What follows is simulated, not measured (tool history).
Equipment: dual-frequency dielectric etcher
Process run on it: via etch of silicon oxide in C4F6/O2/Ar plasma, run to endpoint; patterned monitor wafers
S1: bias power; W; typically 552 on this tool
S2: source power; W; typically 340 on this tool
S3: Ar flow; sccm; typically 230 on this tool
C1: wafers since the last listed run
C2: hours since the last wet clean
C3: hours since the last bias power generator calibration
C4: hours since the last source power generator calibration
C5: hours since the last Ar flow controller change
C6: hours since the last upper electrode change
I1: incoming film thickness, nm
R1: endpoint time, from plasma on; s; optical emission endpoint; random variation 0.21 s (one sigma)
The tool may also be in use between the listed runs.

{"run": 1, "day": 0.0, "S1": 641, "S2": 340, "S3": 230, "C1": 0, "C2": 311.5, "C3": 2493.7, "C4": 3858.9, "C5": 2666.9, "C6": 3214.6, "I1": 124.2, "R1": 25.5}
{"run": 2, "day": 2.504, "S1": 552, "S2": 340, "S3": 230, "C1": 1084, "C2": 371.6, "C3": 2553.8, "C4": 3919, "C5": 2727, "C6": 3274.7, "I1": 124.9, "R1": 27.8}
{"day": 4.638, "done": "bias power generator calibrated"}
{"run": 3, "day": 4.833, "S1": 552, "S2": 340, "S3": 230, "C1": 936, "C2": 427.5, "C3": 4.7, "C4": 3974.9, "C5": 2782.9, "C6": 3330.6, "I1": 123, "R1": 27.2}
{"run": 4, "day": 11.55, "S1": 639, "S2": 340, "S3": 230, "C1": 2907, "C2": 588.7, "C3": 165.9, "C4": 4136.1, "C5": 2944.1, "C6": 3491.8, "I1": 123.5, "R1": 25.9}
{"day": 13.417, "done": "Ar flow controller replaced"}
{"day": 13.421, "done": "wet clean of the chamber"}
{"run": 5, "day": 13.442, "S1": 552, "S2": 340, "S3": 250, "C1": 709, "C2": 0.5, "C3": 211.3, "C4": 4181.5, "C5": 0.6, "C6": 3537.2, "I1": 123.6, "R1": 27.4}
{"run": 6, "day": 14.2, "S1": 552, "S2": 340, "S3": 250, "C1": 328, "C2": 18.7, "C3": 229.5, "C4": 4199.7, "C5": 18.8, "C6": 3555.4, "I1": 123.5, "R1": 27.2}
{"run": 7, "day": 15.512, "S1": 552, "S2": 340, "S3": 230, "C1": 568, "C2": 50.2, "C3": 261, "C4": 4231.2, "C5": 50.3, "C6": 3586.9, "I1": 123, "R1": 26.6}
{"run": 8, "day": 17.858, "S1": 552, "S2": 310, "S3": 265, "C1": 1015, "C2": 106.5, "C3": 317.3, "C4": 4287.5, "C5": 106.6, "C6": 3643.2, "I1": 122.1, "R1": 27.8}
{"run": 9, "day": 19.417, "S1": 552, "S2": 340, "S3": 230, "C1": 674, "C2": 143.9, "C3": 354.7, "C4": 4324.9, "C5": 144, "C6": 3680.6, "I1": 123.5, "R1": 26.8}
{"run": 10, "day": 21.421, "S1": 552, "S2": 340, "S3": 230, "C1": 867, "C2": 192, "C3": 402.8, "C4": 4373, "C5": 192.1, "C6": 3728.7, "I1": 123.3, "R1": 27}
{"run": 11, "day": 22.554, "S1": 498, "S2": 340, "S3": 176, "C1": 490, "C2": 219.2, "C3": 430, "C4": 4400.2, "C5": 219.3, "C6": 3755.9, "I1": 124.1, "R1": 28}
{"day": 24.142, "done": "upper electrode replaced, of another model than before"}
{"run": 12, "day": 25.529, "S1": 504, "S2": 340, "S3": 230, "C1": 855, "C2": 290.6, "C3": 501.4, "C4": 4471.6, "C5": 290.7, "C6": 33.3, "I1": 124.2, "R1": 28}
{"run": 13, "day": 27.338, "S1": 552, "S2": 340, "S3": 230, "C1": 782, "C2": 334, "C3": 544.8, "C4": 4515, "C5": 334.1, "C6": 76.7, "I1": 123.4, "R1": 27.4}
{"run": 14, "day": 29.033, "S1": 516, "S2": 290, "S3": 174, "C1": 734, "C2": 374.7, "C3": 585.5, "C4": 4555.7, "C5": 374.8, "C6": 117.4, "I1": 124, "R1": 27.8}
{"day": 30.967, "done": "source power generator calibrated"}
{"run": 15, "day": 30.996, "S1": 668, "S2": 290, "S3": 230, "C1": 777, "C2": 421.8, "C3": 632.6, "C4": 0.7, "C5": 421.9, "C6": 164.5, "I1": 124.2, "R1": 27.5}
{"run": 16, "day": 33.025, "S1": 678, "S2": 340, "S3": 202, "C1": 878, "C2": 470.5, "C3": 681.3, "C4": 49.4, "C5": 470.6, "C6": 213.2, "I1": 123.3, "R1": 26.3}
{"run": 17, "day": 34.85, "S1": 552, "S2": 390, "S3": 256, "C1": 790, "C2": 514.3, "C3": 725.1, "C4": 93.2, "C5": 514.4, "C6": 257, "I1": 125.1, "R1": 27}
{"run": 18, "day": 37.283, "S1": 552, "S2": 340, "S3": 230, "C1": 1053, "C2": 572.7, "C3": 783.5, "C4": 151.6, "C5": 572.8, "C6": 315.4, "I1": 124.2, "R1": 28.3}
{"run": 19, "day": 38.662, "S1": 608, "S2": 280, "S3": 174, "C1": 597, "C2": 605.8, "C3": 816.6, "C4": 184.7, "C5": 605.9, "C6": 348.5, "I1": 123.2, "R1": 27.4}
{"day": 40.646, "done": "wet clean of the chamber"}
{"run": 20, "day": 40.938, "S1": 552, "S2": 340, "S3": 230, "C1": 551, "C2": 7, "C3": 871.2, "C4": 239.3, "C5": 660.5, "C6": 403.1, "I1": 124.6, "R1": 26.7}
{"run": 21, "day": 42.708, "S1": 418, "S2": 370, "S3": 183, "C1": 766, "C2": 49.5, "C3": 913.7, "C4": 281.8, "C5": 703, "C6": 445.6, "I1": 124.1, "R1": 27.4}
{"run": 22, "day": 44.804, "S1": 500, "S2": 390, "S3": 213, "C1": 907, "C2": 99.8, "C3": 964, "C4": 332.1, "C5": 753.3, "C6": 495.9, "I1": 124.6, "R1": 26.6}
{"run": 23, "day": 46.65, "S1": 552, "S2": 340, "S3": 230, "C1": 799, "C2": 144.1, "C3": 1008.3, "C4": 376.4, "C5": 797.6, "C6": 540.2, "I1": 124, "R1": 27.2}
{"run": 24, "day": 49.346, "S1": 552, "S2": 340, "S3": 230, "C1": 1167, "C2": 208.8, "C3": 1073, "C4": 441.1, "C5": 862.3, "C6": 604.9, "I1": 123.5, "R1": 27.5}
{"run": 25, "day": 50.621, "S1": 552, "S2": 340, "S3": 230, "C1": 551, "C2": 239.4, "C3": 1103.6, "C4": 471.7, "C5": 892.9, "C6": 635.5, "I1": 124.4, "R1": 27.7}
{"run": 26, "day": 52.362, "S1": 552, "S2": 340, "S3": 230, "C1": 753, "C2": 281.2, "C3": 1145.4, "C4": 513.5, "C5": 934.7, "C6": 677.3, "I1": 123.4, "R1": 27.6}
{"run": 27, "day": 54.175, "S1": 552, "S2": 310, "S3": 268, "C1": 784, "C2": 324.7, "C3": 1188.9, "C4": 557, "C5": 978.2, "C6": 720.8, "I1": 122.8, "R1": 28.6}
{"run": 28, "day": 55.296, "S1": 465, "S2": 400, "S3": 285, "C1": 485, "C2": 351.6, "C3": 1215.8, "C4": 583.9, "C5": 1005.1, "C6": 747.7, "I1": 122.9, "R1": 28}
{"run": 29, "day": 56.754, "S1": 514, "S2": 260, "S3": 270, "C1": 631, "C2": 386.6, "C3": 1250.8, "C4": 618.9, "C5": 1040.1, "C6": 782.7, "I1": 123.6, "R1": 30.1}
{"run": 30, "day": 58.712, "S1": 416, "S2": 280, "S3": 257, "C1": 847, "C2": 433.6, "C3": 1297.8, "C4": 665.9, "C5": 1087.1, "C6": 829.7, "I1": 124.1, "R1": 31.2}

What if the next run were any one of these 3? Each begins from the tool's condition after run 30:
{"run": "A", "day": 58.729, "S1": 552, "S2": 340, "S3": 248, "C1": 7, "C2": 434, "C3": 1298.2, "C4": 666.3, "C5": 1087.5, "C6": 830.1, "I1": 123.8, "R1": "?"}
{"run": "B", "day": 58.729, "S1": 630, "S2": 260, "S3": 230, "C1": 7, "C2": 434, "C3": 1298.2, "C4": 666.3, "C5": 1087.5, "C6": 830.1, "I1": 123.8, "R1": "?"}
{"run": "C", "day": 58.729, "S1": 662, "S2": 270, "S3": 183, "C1": 7, "C2": 434, "C3": 1298.2, "C4": 666.3, "C5": 1087.5, "C6": 830.1, "I1": 123.8, "R1": "?"}

run=A R1=27.7
run=B R1=28.3
run=C R1=26.9
Without the tool's hidden state the same runs would have given:
run=A R1=27
run=B R1=27.6
run=C R1=26.3
